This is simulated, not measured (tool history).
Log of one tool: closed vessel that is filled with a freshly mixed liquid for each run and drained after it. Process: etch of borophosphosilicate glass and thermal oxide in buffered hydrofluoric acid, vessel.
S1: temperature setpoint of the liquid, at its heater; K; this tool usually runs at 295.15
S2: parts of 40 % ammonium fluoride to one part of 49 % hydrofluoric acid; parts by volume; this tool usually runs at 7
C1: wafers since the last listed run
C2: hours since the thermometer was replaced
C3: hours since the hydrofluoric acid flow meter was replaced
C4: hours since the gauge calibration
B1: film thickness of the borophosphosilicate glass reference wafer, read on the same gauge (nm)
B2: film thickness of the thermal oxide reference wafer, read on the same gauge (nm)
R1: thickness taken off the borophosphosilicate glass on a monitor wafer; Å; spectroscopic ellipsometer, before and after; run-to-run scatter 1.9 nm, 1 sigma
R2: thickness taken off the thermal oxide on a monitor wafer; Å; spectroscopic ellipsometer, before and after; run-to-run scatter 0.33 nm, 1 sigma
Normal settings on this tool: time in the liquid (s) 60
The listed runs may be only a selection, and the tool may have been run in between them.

{"run": 1, "hour": 0.0, "S1": 295.15, "S2": 7, "time in the liquid (s)": 45, "C1": 0, "C2": 868, "C3": 1424.5, "C4": 477.6, "B1": 60.02, "B2": 70.02, "R1": 2689.3, "R2": 758.7}
{"hour": 0.7, "done": "gauge calibrated"}
{"run": 2, "hour": 12.8, "S1": 296.65, "S2": 7, "time in the liquid (s)": 60, "C1": 891, "C2": 880.8, "C3": 1437.3, "C4": 12.1, "B1": 59.99, "B2": 70, "R1": 3868.6, "R2": 1104.2}
{"run": 3, "hour": 19.6, "S1": 295.15, "S2": 8.5, "time in the liquid (s)": 35, "C1": 473, "C2": 887.6, "C3": 1444.1, "C4": 18.9, "B1": 60, "B2": 70.02, "R1": 1727.4, "R2": 492.9}
{"hour": 26.6, "done": "thermometer replaced"}
{"run": 4, "hour": 32.7, "S1": 295.15, "S2": 7, "time in the liquid (s)": 60, "C1": 842, "C2": 6.1, "C3": 1457.2, "C4": 32, "B1": 60.01, "B2": 70.03, "R1": 3209.7, "R2": 912.7}
{"run": 5, "hour": 49.6, "S1": 290.65, "S2": 10, "time in the liquid (s)": 90, "C1": 1176, "C2": 23, "C3": 1474.1, "C4": 48.9, "B1": 60.04, "B2": 70.01, "R1": 2649.7, "R2": 741.3}
{"run": 6, "hour": 60.2, "S1": 290.65, "S2": 9, "time in the liquid (s)": 60, "C1": 738, "C2": 33.6, "C3": 1484.7, "C4": 59.5, "B1": 60.02, "B2": 70.02, "R1": 1950.1, "R2": 555}
{"run": 7, "hour": 70.3, "S1": 295.15, "S2": 7, "time in the liquid (s)": 60, "C1": 703, "C2": 43.7, "C3": 1494.8, "C4": 69.6, "B1": 60.04, "B2": 69.99, "R1": 3251.3, "R2": 919.8}
{"hour": 82.0, "done": "hydrofluoric acid flow meter replaced"}
{"run": 8, "hour": 83.3, "S1": 299.65, "S2": 9.5, "time in the liquid (s)": 45, "C1": 835, "C2": 56.7, "C3": 1.3, "C4": 82.6, "B1": 59.96, "B2": 69.97, "R1": 2058.7, "R2": 595.5}
{"run": 9, "hour": 93.8, "S1": 295.15, "S2": 7, "time in the liquid (s)": 35, "C1": 731, "C2": 67.2, "C3": 11.8, "C4": 93.1, "B1": 60, "B2": 69.96, "R1": 1741.7, "R2": 494.2}
{"run": 10, "hour": 107.2, "S1": 295.15, "S2": 7, "time in the liquid (s)": 60, "C1": 933, "C2": 80.6, "C3": 25.2, "C4": 106.5, "B1": 60.03, "B2": 70.01, "R1": 2974.2, "R2": 839.4}
{"run": 11, "hour": 120.2, "S1": 295.15, "S2": 6, "time in the liquid (s)": 60, "C1": 905, "C2": 93.6, "C3": 38.2, "C4": 119.5, "B1": 60, "B2": 69.98, "R1": 3388.7, "R2": 964.8}
{"run": 12, "hour": 133.4, "S1": 290.65, "S2": 7, "time in the liquid (s)": 90, "C1": 919, "C2": 106.8, "C3": 51.4, "C4": 132.7, "B1": 60.01, "B2": 70.03, "R1": 3515.3, "R2": 983.9}
{"run": 13, "hour": 139.8, "S1": 298.65, "S2": 7, "time in the liquid (s)": 30, "C1": 445, "C2": 113.2, "C3": 57.8, "C4": 139.1, "B1": 60.04, "B2": 69.99, "R1": 1791.4, "R2": 513}
{"run": 14, "hour": 160.4, "S1": 290.65, "S2": 7, "time in the liquid (s)": 35, "C1": 1434, "C2": 133.8, "C3": 78.4, "C4": 159.7, "B1": 60, "B2": 70.01, "R1": 1389.7, "R2": 386.5}
{"run": 15, "hour": 177.0, "S1": 295.15, "S2": 7, "time in the liquid (s)": 60, "C1": 1156, "C2": 150.4, "C3": 95, "C4": 176.3, "B1": 60.02, "B2": 69.99, "R1": 3003.7, "R2": 860.1}
{"run": 16, "hour": 191.5, "S1": 292.65, "S2": 7, "time in the liquid (s)": 95, "C1": 1009, "C2": 164.9, "C3": 109.5, "C4": 190.8, "B1": 60.02, "B2": 69.98, "R1": 4169.6, "R2": 1176.5}
{"run": 17, "hour": 202.6, "S1": 299.15, "S2": 10, "time in the liquid (s)": 30, "C1": 773, "C2": 176, "C3": 120.6, "C4": 201.9, "B1": 60.01, "B2": 70.02, "R1": 1322.9, "R2": 379.8}
{"run": 18, "hour": 218.2, "S1": 295.15, "S2": 7, "time in the liquid (s)": 60, "C1": 1086, "C2": 191.6, "C3": 136.2, "C4": 217.5, "B1": 59.96, "B2": 69.99, "R1": 3053, "R2": 859.8}
{"run": 19, "hour": 234.7, "S1": 293.65, "S2": 7, "time in the liquid (s)": 60, "C1": 1149, "C2": 208.1, "C3": 152.7, "C4": 234, "B1": 59.97, "B2": 70, "R1": 2827.1, "R2": 795.5}
{"run": 20, "hour": 247.2, "S1": 290.65, "S2": 10, "time in the liquid (s)": 40, "C1": 870, "C2": 220.6, "C3": 165.2, "C4": 246.5, "B1": 59.97, "B2": 70, "R1": 1128.5, "R2": 315.6}
{"run": 21, "hour": 253.7, "S1": 295.15, "S2": 8.5, "time in the liquid (s)": 60, "C1": 452, "C2": 227.1, "C3": 171.7, "C4": 253, "B1": 60.01, "B2": 70.01, "R1": 2475.1, "R2": 696.9}
{"run": 22, "hour": 264.9, "S1": 295.15, "S2": 7, "time in the liquid (s)": 60, "C1": 779, "C2": 238.3, "C3": 182.9, "C4": 264.2, "B1": 60.01, "B2": 70.01, "R1": 3080, "R2": 863.2}
{"run": 23, "hour": 274.0, "S1": 290.65, "S2": 10, "time in the liquid (s)": 90, "C1": 633, "C2": 247.4, "C3": 192, "C4": 273.3, "B1": 60.02, "B2": 69.98, "R1": 2575.2, "R2": 716.8}
{"run": 24, "hour": 287.9, "S1": 293.15, "S2": 6, "time in the liquid (s)": 60, "C1": 968, "C2": 261.3, "C3": 205.9, "C4": 287.2, "B1": 59.98, "B2": 70.01, "R1": 3153.5, "R2": 895.8}
{"run": 25, "hour": 301.6, "S1": 295.15, "S2": 7, "time in the liquid (s)": 60, "C1": 954, "C2": 275, "C3": 219.6, "C4": 300.9, "B1": 60.02, "B2": 70.04, "R1": 3097.2, "R2": 870.6}

For run 26, what comes out?
{"run": 26, "hour": 319.0, "S1": 290.65, "S2": 7, "time in the liquid (s)": 85, "C1": 1211, "C2": 292.4, "C3": 237, "C4": 318.3, "B1": "?", "B2": "?", "R1": "?", "R2": "?"}

B1: 60
B2: 70.01
R1: 3423.7 Å
R2: 964.1 Å
Were there no unlogged condition in the tool, this run, its random variation unchanged, would have produced R1 3222.6 Å, R2 907.2 Å.

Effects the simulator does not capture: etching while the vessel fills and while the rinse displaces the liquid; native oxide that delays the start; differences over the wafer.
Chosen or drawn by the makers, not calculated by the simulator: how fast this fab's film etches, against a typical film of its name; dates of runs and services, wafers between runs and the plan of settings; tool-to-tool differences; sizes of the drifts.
